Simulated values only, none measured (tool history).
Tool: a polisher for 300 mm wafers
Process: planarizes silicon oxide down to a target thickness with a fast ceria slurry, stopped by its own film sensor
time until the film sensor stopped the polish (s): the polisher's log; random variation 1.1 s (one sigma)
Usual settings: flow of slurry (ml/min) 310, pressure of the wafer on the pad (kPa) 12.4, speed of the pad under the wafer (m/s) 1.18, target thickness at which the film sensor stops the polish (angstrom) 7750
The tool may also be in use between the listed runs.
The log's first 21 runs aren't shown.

| run | hour | flow of slurry (ml/min) | pressure of the wafer on the pad (kPa) | speed of the pad under the wafer (m/s) | target thickness at which the film sensor stops the polish (angstrom) | wafers since the last listed run | wafers polished on this pad | hours since the slurry nozzle was cleaned | hours since the head pressure was calibrated | incoming thickness of the incoming film, nm | time until the film sensor stopped the polish (s) |
|---|---|---|---|---|---|---|---|---|---|---|---|
| 22 | 1832.4 | 310 | 12.4 | 1.18 | 7750 | 878 | 4038 | 250.8 | 1027.5 | 1520.8 | 70.4 |
| 23 | 1871.9 | 250 | 12.4 | 1.06 | 7750 | 431 | 4469 | 290.3 | 1067.0 | 1489.9 | 77.6 |
| 24 | 1979.7 | 340 | 12.4 | 1.18 | 7750 | 1176 | 5645 | 398.1 | 1174.8 | 1538.4 | 75.8 |
| 25 | 2084.3 | 310 | 14.5 | 1.52 | 5190 | 1141 | 6787 | 502.7 | 1279.4 | 1519.6 | 72.5 |
| 26 | 2164.1 | 280 | 16.5 | 1.18 | 5350 | 870 | 7657 | 582.5 | 1359.2 | 1515.6 | 74.6 |
|  | 2179.9 | worn pad replaced by a new one |
|  | 2197.7 | slurry nozzle cleaned |
| 27 | 2253.1 | 255 | 12.4 | 1.42 | 8490 | 916 | 787 | 55.4 | 1448.2 | 1536.1 | 55.8 |
|  | 2316.9 | head pressure recalibrated |
| 28 | 2354.9 | 310 | 12.4 | 1.58 | 9230 | 1089 | 1876 | 157.2 | 38.0 | 1535.0 | 45.3 |
| 29 | 2451.6 | 205 | 9.0 | 1.46 | 9190 | 1055 | 2932 | 253.9 | 134.7 | 1517.0 | 70.7 |
| 30 | 2504.8 | 310 | 12.4 | 1.18 | 7750 | 580 | 3512 | 307.1 | 187.9 | 1521.3 | 69.1 |
| 31 | 2700.1 | 310 | 12.4 | 1.18 | 7750 | 2131 | 5643 | 502.4 | 383.2 | 1518.4 | 72.8 |
| 32 | 2759.1 | 310 | 12.4 | 1.18 | 7750 | 643 | 6287 | 561.4 | 442.2 | 1539.4 | 76.2 |
| 33 | 2806.8 | 310 | 10.3 | 1.18 | 7750 | 520 | 6808 | 609.1 | 489.9 | 1517.7 | 87.6 |
|  | 2817.8 | worn pad replaced by a new one |
|  | 2818.8 | slurry nozzle cleaned |
| 34 | 2887.0 | 270 | 12.4 | 1.18 | 7750 | 820 | 744 | 68.2 | 570.1 | 1533.7 | 67.4 |
| 35 | 2932.7 | 245 | 15.9 | 1.18 | 7750 | 498 | 1243 | 113.9 | 615.8 | 1509.5 | 52.0 |
| 36 | 3001.5 | 310 | 12.4 | 1.18 | 7750 | 750 | 1993 | 182.7 | 684.6 | 1523.5 | 72.7 |

4 ways to go on from here, each from the tool as it stands after run 36. What would each give?
| A | 3001.9 | 310 | 12.4 | 1.18 | 5480 | 4 | 1998 | 183.1 | 685.0 | 1502.8 | ? |
| B | 3001.9 | 385 | 12.4 | 1.18 | 6300 | 4 | 1998 | 183.1 | 685.0 | 1502.8 | ? |
| C | 3001.9 | 310 | 12.4 | 0.88 | 7750 | 4 | 1998 | 183.1 | 685.0 | 1502.8 | ? |
| D | 3001.9 | 310 | 12.4 | 1.18 | 9870 | 4 | 1998 | 183.1 | 685.0 | 1502.8 | ? |

| run | time until the film sensor stopped the polish (s) |
|---|---|
| A | 91.1 |
| B | 81.2 |
| C | 84.3 |
| D | 49.2 |
Without the tool's hidden state the same runs would have given:
| run | time until the film sensor stopped the polish (s) |
|---|---|
| A | 83.0 |
| B | 74.5 |
| C | 76.9 |
| D | 44.8 |
